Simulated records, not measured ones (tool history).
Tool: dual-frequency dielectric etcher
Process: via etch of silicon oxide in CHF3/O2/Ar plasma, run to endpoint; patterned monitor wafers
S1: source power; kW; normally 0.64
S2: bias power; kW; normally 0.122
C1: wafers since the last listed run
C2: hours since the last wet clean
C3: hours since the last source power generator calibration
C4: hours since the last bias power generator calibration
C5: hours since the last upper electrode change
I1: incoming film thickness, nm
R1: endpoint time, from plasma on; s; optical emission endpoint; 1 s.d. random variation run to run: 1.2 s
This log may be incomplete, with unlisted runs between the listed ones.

run,hour,S1,S2,C1,C2,C3,C4,C5,I1,R1
1,0,0.7,0.122,0,475.7,1025.2,1866.3,3419.9,541.6,322.1
2,70.5,0.7,0.122,230,546.2,1095.7,1936.8,3490.4,543.7,320.8
3,171.9,0.58,0.114,331,647.6,1197.1,2038.2,3591.8,545.7,341.5
# hour 252.3: wet clean of the chamber
4,262.3,0.64,0.122,216,10,1287.5,2128.6,3682.2,538.9,330.5
5,324.1,0.64,0.122,201,71.8,1349.3,2190.4,3744,539,330.6
6,407.9,0.64,0.122,273,155.6,1433.1,2274.2,3827.8,542.9,332.2
7,503.4,0.64,0.122,311,251.1,1528.6,2369.7,3923.3,545.2,334.8
8,547.6,0.64,0.122,144,295.3,1572.8,2413.9,3967.5,538.8,328.3
9,618.2,0.64,0.122,230,365.9,1643.4,2484.5,4038.1,544,330.5
10,707.9,0.64,0.122,293,455.6,1733.1,2574.2,4127.8,541.3,329.9
11,770.6,0.64,0.122,204,518.3,1795.8,2636.9,4190.5,538.2,324.9
# hour 870.7: wet clean of the chamber
12,877.5,0.64,0.122,270,6.8,1902.7,2743.8,4297.4,540,330.7
13,985.4,0.64,0.1,352,114.7,2010.6,2851.7,4405.3,543.3,345.7
14,1039.3,0.64,0.122,176,168.6,2064.5,2905.6,4459.2,538.5,328.5
15,1080.3,0.64,0.122,133,209.6,2105.5,2946.6,4500.2,544.2,333.3
# hour 1107.5: source power generator calibrated
16,1138.5,0.56,0.136,177,267.8,31,3004.8,4558.4,545.7,336.8
17,1181.3,0.74,0.122,139,310.6,73.8,3047.6,4601.2,540.5,316.8
18,1230.5,0.56,0.15,160,359.8,123,3096.8,4650.4,544.7,329.6
19,1338.5,0.64,0.122,352,467.8,231,3204.8,4758.4,542.9,330.1
20,1423.5,0.64,0.122,277,552.8,316,3289.8,4843.4,541.9,329.9
21,1474,0.48,0.144,164,603.3,366.5,3340.3,4893.9,539.6,339
22,1513.9,0.51,0.136,130,643.2,406.4,3380.2,4933.8,540.9,340.4
# hour 1543.1: bias power generator calibrated
# hour 1565: wet clean of the chamber
23,1565.5,0.64,0.122,84,0.5,458,22.4,4985.4,546.6,337.6
# hour 1595.9: upper electrode replaced, of another model than before
24,1645.5,0.64,0.122,182,80.5,538,102.4,49.6,545.1,331.7
25,1694.6,0.64,0.103,160,129.6,587.1,151.5,98.7,537.3,342.1
26,1748.1,0.57,0.139,174,183.1,640.6,205,152.2,541.2,329.2
27,1850.1,0.58,0.122,333,285.1,742.6,307,254.2,545.6,338.4
28,1944.3,0.64,0.134,307,379.3,836.8,401.2,348.4,541.8,320.6
29,2017.1,0.64,0.122,237,452.1,909.6,474,421.2,544.9,329.7
30,2085.1,0.64,0.122,222,520.1,977.6,542,489.2,545.9,330.5
31,2311.4,0.75,0.101,739,746.4,1203.9,768.3,715.5,544,333.2
# hour 2336.5: wet clean of the chamber
32,2372.6,0.64,0.122,121,36.1,1265.1,829.5,776.7,543.8,333.3
33,2425.9,0.49,0.093,174,89.4,1318.4,882.8,830,543,369.5
34,2505.5,0.64,0.122,260,169,1398,962.4,909.6,544.1,330.2
35,2612.4,0.64,0.102,349,275.9,1504.9,1069.3,1016.5,544.6,345.7

Below are 4 alternative next runs, each starting from the tool's condition after run 35. Predict each:
A,2612.9,0.64,0.122,1,276.4,1505.4,1069.8,1017,544.3,?
B,2612.9,0.69,0.131,1,276.4,1505.4,1069.8,1017,544.3,?
C,2612.9,0.75,0.109,1,276.4,1505.4,1069.8,1017,544.3,?
D,2612.9,0.71,0.093,1,276.4,1505.4,1069.8,1017,544.3,?

run,R1
A,329.5
B,319.6
C,328.3
D,343.3
Had the tool no hidden state, the same runs would have come out as:
run,R1
A,333.2
B,323.1
C,331.9
D,347.1

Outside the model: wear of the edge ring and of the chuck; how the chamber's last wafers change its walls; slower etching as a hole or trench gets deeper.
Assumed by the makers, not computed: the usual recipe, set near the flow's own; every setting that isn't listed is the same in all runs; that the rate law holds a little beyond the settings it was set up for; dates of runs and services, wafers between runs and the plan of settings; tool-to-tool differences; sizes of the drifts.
